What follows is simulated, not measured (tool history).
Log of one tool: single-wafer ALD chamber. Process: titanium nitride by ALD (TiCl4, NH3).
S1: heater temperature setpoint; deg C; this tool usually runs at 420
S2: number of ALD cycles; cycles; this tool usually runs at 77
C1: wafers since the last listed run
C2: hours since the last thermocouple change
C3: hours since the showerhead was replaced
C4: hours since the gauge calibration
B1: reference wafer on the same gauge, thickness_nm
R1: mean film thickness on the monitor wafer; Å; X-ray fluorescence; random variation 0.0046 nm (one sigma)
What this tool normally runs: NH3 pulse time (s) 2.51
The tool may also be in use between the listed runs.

run 1 hour=0.0 | S1=420 S2=77 NH3_pulse_time_(s)=2.51 | C1=0 C2=1592.1 C3=4349.8 C4=222.3 | B1=1.890 | R1=18.40
run 2 hour=15.0 | S1=420 S2=77 NH3_pulse_time_(s)=2.51 | C1=55 C2=1607.1 C3=4364.8 C4=237.3 | B1=1.891 | R1=18.43
run 3 hour=24.8 | S1=420 S2=77 NH3_pulse_time_(s)=2.51 | C1=36 C2=1616.9 C3=4374.6 C4=247.1 | B1=1.892 | R1=18.38
-- hour=34.0 gauge calibrated
run 4 hour=37.9 | S1=420 S2=77 NH3_pulse_time_(s)=2.51 | C1=48 C2=1630.0 C3=4387.7 C4=3.9 | B1=1.871 | R1=18.26
run 5 hour=49.3 | S1=420 S2=77 NH3_pulse_time_(s)=2.51 | C1=42 C2=1641.4 C3=4399.1 C4=15.3 | B1=1.871 | R1=18.11
run 6 hour=58.0 | S1=420 S2=77 NH3_pulse_time_(s)=2.51 | C1=32 C2=1650.1 C3=4407.8 C4=24.0 | B1=1.873 | R1=18.24
run 7 hour=66.8 | S1=420 S2=77 NH3_pulse_time_(s)=2.51 | C1=32 C2=1658.9 C3=4416.6 C4=32.8 | B1=1.871 | R1=18.30
run 8 hour=82.0 | S1=420 S2=77 NH3_pulse_time_(s)=2.51 | C1=56 C2=1674.1 C3=4431.8 C4=48.0 | B1=1.873 | R1=18.20
run 9 hour=99.8 | S1=420 S2=77 NH3_pulse_time_(s)=2.51 | C1=66 C2=1691.9 C3=4449.6 C4=65.8 | B1=1.875 | R1=18.22
run 10 hour=112.7 | S1=420 S2=77 NH3_pulse_time_(s)=1.88 | C1=47 C2=1704.8 C3=4462.5 C4=78.7 | B1=1.877 | R1=17.97
run 11 hour=126.6 | S1=420 S2=85 NH3_pulse_time_(s)=2.51 | C1=51 C2=1718.7 C3=4476.4 C4=92.6 | B1=1.878 | R1=20.25
run 12 hour=143.5 | S1=420 S2=77 NH3_pulse_time_(s)=2.51 | C1=62 C2=1735.6 C3=4493.3 C4=109.5 | B1=1.878 | R1=18.31
run 13 hour=150.4 | S1=420 S2=77 NH3_pulse_time_(s)=2.51 | C1=25 C2=1742.5 C3=4500.2 C4=116.4 | B1=1.878 | R1=18.32
run 14 hour=157.5 | S1=416 S2=77 NH3_pulse_time_(s)=2.51 | C1=26 C2=1749.6 C3=4507.3 C4=123.5 | B1=1.879 | R1=18.32
run 15 hour=163.7 | S1=416 S2=77 NH3_pulse_time_(s)=2.51 | C1=23 C2=1755.8 C3=4513.5 C4=129.7 | B1=1.879 | R1=18.30
run 16 hour=174.2 | S1=416 S2=77 NH3_pulse_time_(s)=2.51 | C1=38 C2=1766.3 C3=4524.0 C4=140.2 | B1=1.879 | R1=18.28
run 17 hour=191.5 | S1=414 S2=72 NH3_pulse_time_(s)=2.51 | C1=64 C2=1783.6 C3=4541.3 C4=157.5 | B1=1.882 | R1=17.19
run 18 hour=200.8 | S1=414 S2=72 NH3_pulse_time_(s)=2.51 | C1=34 C2=1792.9 C3=4550.6 C4=166.8 | B1=1.883 | R1=17.16
run 19 hour=215.5 | S1=414 S2=72 NH3_pulse_time_(s)=2.51 | C1=54 C2=1807.6 C3=4565.3 C4=181.5 | B1=1.884 | R1=17.09
-- hour=230.4 thermocouple changed; heater temperature recalibrated
run 20 hour=230.9 | S1=420 S2=77 NH3_pulse_time_(s)=1.81 | C1=27 C2=0.5 C3=4580.7 C4=196.9 | B1=1.884 | R1=17.99
run 21 hour=240.0 | S1=420 S2=77 NH3_pulse_time_(s)=2.51 | C1=33 C2=9.6 C3=4589.8 C4=206.0 | B1=1.886 | R1=18.32
run 22 hour=252.3 | S1=412 S2=82 NH3_pulse_time_(s)=1.71 | C1=45 C2=21.9 C3=4602.1 C4=218.3 | B1=1.887 | R1=18.96
run 23 hour=269.8 | S1=411 S2=77 NH3_pulse_time_(s)=2.51 | C1=64 C2=39.4 C3=4619.6 C4=235.8 | B1=1.888 | R1=18.31
run 24 hour=283.0 | S1=416 S2=77 NH3_pulse_time_(s)=2.51 | C1=49 C2=52.6 C3=4632.8 C4=249.0 | B1=1.889 | R1=18.40
-- hour=287.3 gauge calibrated
run 25 hour=291.2 | S1=420 S2=73 NH3_pulse_time_(s)=2.51 | C1=30 C2=60.8 C3=4641.0 C4=3.9 | B1=1.869 | R1=17.28
run 26 hour=305.8 | S1=424 S2=82 NH3_pulse_time_(s)=1.96 | C1=54 C2=75.4 C3=4655.6 C4=18.5 | B1=1.872 | R1=19.25
run 27 hour=312.6 | S1=416 S2=77 NH3_pulse_time_(s)=2.51 | C1=25 C2=82.2 C3=4662.4 C4=25.3 | B1=1.873 | R1=18.19
run 28 hour=321.9 | S1=411 S2=77 NH3_pulse_time_(s)=2.51 | C1=34 C2=91.5 C3=4671.7 C4=34.6 | B1=1.873 | R1=18.19
-- hour=333.2 showerhead replaced
run 29 hour=333.7 | S1=426 S2=63 NH3_pulse_time_(s)=2.78 | C1=14 C2=103.3 C3=0.5 C4=46.4 | B1=1.874 | R1=15.01
run 30 hour=342.1 | S1=420 S2=77 NH3_pulse_time_(s)=2.51 | C1=31 C2=111.7 C3=8.9 C4=54.8 | B1=1.873 | R1=18.24
run 31 hour=352.4 | S1=415 S2=71 NH3_pulse_time_(s)=3.50 | C1=38 C2=122.0 C3=19.2 C4=65.1 | B1=1.874 | R1=17.05
run 32 hour=365.9 | S1=420 S2=77 NH3_pulse_time_(s)=2.51 | C1=50 C2=135.5 C3=32.7 C4=78.6 | B1=1.875 | R1=18.22
run 33 hour=374.3 | S1=409 S2=68 NH3_pulse_time_(s)=3.42 | C1=31 C2=143.9 C3=41.1 C4=87.0 | B1=1.876 | R1=16.29
run 34 hour=386.1 | S1=420 S2=77 NH3_pulse_time_(s)=2.51 | C1=43 C2=155.7 C3=52.9 C4=98.8 | B1=1.877 | R1=18.29
run 35 hour=396.1 | S1=431 S2=65 NH3_pulse_time_(s)=3.11 | C1=37 C2=165.7 C3=62.9 C4=108.8 | B1=1.878 | R1=15.61
run 36 hour=402.9 | S1=420 S2=88 NH3_pulse_time_(s)=2.95 | C1=25 C2=172.5 C3=69.7 C4=115.6 | B1=1.878 | R1=21.18
run 37 hour=416.4 | S1=425 S2=77 NH3_pulse_time_(s)=2.24 | C1=50 C2=186.0 C3=83.2 C4=129.1 | B1=1.880 | R1=18.19
run 38 hour=426.9 | S1=411 S2=77 NH3_pulse_time_(s)=2.92 | C1=38 C2=196.5 C3=93.7 C4=139.6 | B1=1.880 | R1=18.42
run 39 hour=433.8 | S1=429 S2=77 NH3_pulse_time_(s)=2.51 | C1=25 C2=203.4 C3=100.6 C4=146.5 | B1=1.881 | R1=18.37
run 40 hour=447.3 | S1=420 S2=77 NH3_pulse_time_(s)=2.51 | C1=50 C2=216.9 C3=114.1 C4=160.0 | B1=1.883 | R1=18.26

3 ways to go on from here, each from the tool as it stands after run 40. What would each give?
run A hour=447.9 | S1=420 S2=77 NH3_pulse_time_(s)=2.26 | C1=2 C2=217.5 C3=114.7 C4=160.6 | B1=? | R1=?
run B hour=447.9 | S1=408 S2=72 NH3_pulse_time_(s)=2.89 | C1=2 C2=217.5 C3=114.7 C4=160.6 | B1=? | R1=?
run C hour=447.9 | S1=410 S2=83 NH3_pulse_time_(s)=2.51 | C1=2 C2=217.5 C3=114.7 C4=160.6 | B1=? | R1=?

run=A B1=1.882 R1=18.24
run=B B1=1.882 R1=17.21
run=C B1=1.882 R1=19.71
Without the tool's hidden state the same runs would have given:
run=A R1=18.13
run=B R1=17.10
run=C R1=19.59
